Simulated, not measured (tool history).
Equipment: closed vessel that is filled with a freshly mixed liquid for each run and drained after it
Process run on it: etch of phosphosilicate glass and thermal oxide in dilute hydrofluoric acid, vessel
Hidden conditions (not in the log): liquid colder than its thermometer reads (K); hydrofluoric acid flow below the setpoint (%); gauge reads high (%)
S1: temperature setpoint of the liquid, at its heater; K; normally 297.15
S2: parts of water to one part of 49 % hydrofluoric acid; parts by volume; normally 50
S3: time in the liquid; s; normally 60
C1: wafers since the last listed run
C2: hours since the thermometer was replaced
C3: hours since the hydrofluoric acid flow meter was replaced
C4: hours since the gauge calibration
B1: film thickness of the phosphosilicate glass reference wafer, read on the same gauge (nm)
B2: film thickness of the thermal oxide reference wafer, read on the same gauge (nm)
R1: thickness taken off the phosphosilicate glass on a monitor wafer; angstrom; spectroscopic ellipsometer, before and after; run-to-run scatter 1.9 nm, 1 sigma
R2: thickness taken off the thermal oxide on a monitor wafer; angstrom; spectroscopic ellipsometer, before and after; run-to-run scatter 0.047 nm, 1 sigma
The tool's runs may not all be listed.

run	hour	S1	S2	S3	C1	C2	C3	C4	B1	B2	R1	R2
1	0.0	297.15	40	45	0	2232.3	1054.5	220.1	79.99	50.02	2180.6	54.9
2	46.8	294.15	50	60	4291	2279.1	1101.3	266.9	80.00	49.98	2046.9	51.4
3	94.0	294.15	50	60	4328	2326.3	1148.5	314.1	79.98	49.97	2030.1	51.1
4	162.1	297.15	50	60	6245	2394.4	1216.6	382.2	80.02	50.00	2341.6	58.1
5	218.4	297.15	60	60	5163	2450.7	1272.9	438.5	79.99	49.98	1900.2	48.1
6	252.5	297.15	50	40	3127	2484.8	1307.0	472.6	79.99	50.05	1534.6	38.1
7	300.3	292.15	70	85	4383	2532.6	1354.8	520.4	80.01	49.99	1868.4	45.6
8	345.6	299.65	65	45	4154	2577.9	1400.1	565.7	80.01	50.04	1442.8	36.3
9	409.5	297.15	50	75	5860	2641.8	1464.0	629.6	79.98	50.02	2872.2	71.7
# hour 427.4: hydrofluoric acid flow meter replaced
# hour 459.4: thermometer replaced
10	469.6	297.15	50	60	5328	10.2	42.2	689.7	80.06	50.02	2306.0	57.8
11	514.0	293.15	65	60	4071	54.6	86.6	734.1	79.94	49.99	1492.8	36.5
12	551.8	297.15	50	60	3466	92.4	124.4	771.9	79.99	49.96	2331.8	57.1
13	612.0	297.15	30	60	5520	152.6	184.6	832.1	80.01	50.05	3999.0	100.5
14	669.1	293.15	45	70	5236	209.7	241.7	889.2	79.98	50.02	2539.8	63.4
15	697.6	298.65	30	60	2613	238.2	270.2	917.7	80.03	50.01	4203.6	105.8
16	738.7	297.15	25	60	3769	279.3	311.3	958.8	80.02	50.01	4740.2	119.5
17	781.0	297.15	70	60	3879	321.6	353.6	1001.1	80.04	49.97	1631.6	39.9
18	832.5	297.15	75	35	4722	373.1	405.1	1052.6	80.00	50.01	875.3	21.8
19	869.5	297.15	50	60	3393	410.1	442.1	1089.6	80.03	50.02	2321.2	57.7
20	938.9	297.15	50	70	6364	479.5	511.5	1159.0	80.02	50.02	2662.1	67.8
# hour 965.3: gauge calibrated
21	994.8	297.15	30	80	5126	535.4	567.4	29.5	79.96	49.96	5397.3	133.4
22	1026.8	295.15	30	75	2934	567.4	599.4	61.5	80.02	49.98	4530.9	113.0
23	1082.4	293.15	65	80	5098	623.0	655.0	117.1	80.01	50.00	1948.4	49.3
24	1149.9	297.15	50	60	6190	690.5	722.5	184.6	80.00	49.99	2308.0	57.2
25	1181.6	294.65	50	60	2907	722.2	754.2	216.3	79.99	50.04	2080.7	51.5
26	1243.1	300.15	40	85	5640	783.7	815.7	277.8	80.01	49.98	4697.2	117.0
27	1283.1	297.15	30	30	3668	823.7	855.7	317.8	80.01	50.02	1994.3	49.5

Below are 3 alternative next runs, each starting from the tool's condition after run 27. Predict each:
A	1283.8	297.15	50	60	64	824.4	856.4	318.5	?	?	?	?
B	1283.8	300.65	30	40	64	824.4	856.4	318.5	?	?	?	?
C	1283.8	293.65	70	50	64	824.4	856.4	318.5	?	?	?	?

run	B1	B2	R1	R2
A	80.04	50.01	2327.4	57.9
B	80.04	50.01	3069.3	76.3
C	80.04	50.01	1168.7	29.1
Had the tool no hidden state, the same runs would have come out as:
run	R1	R2
A	2327.4	57.9
B	3069.3	76.3
C	1168.7	29.1
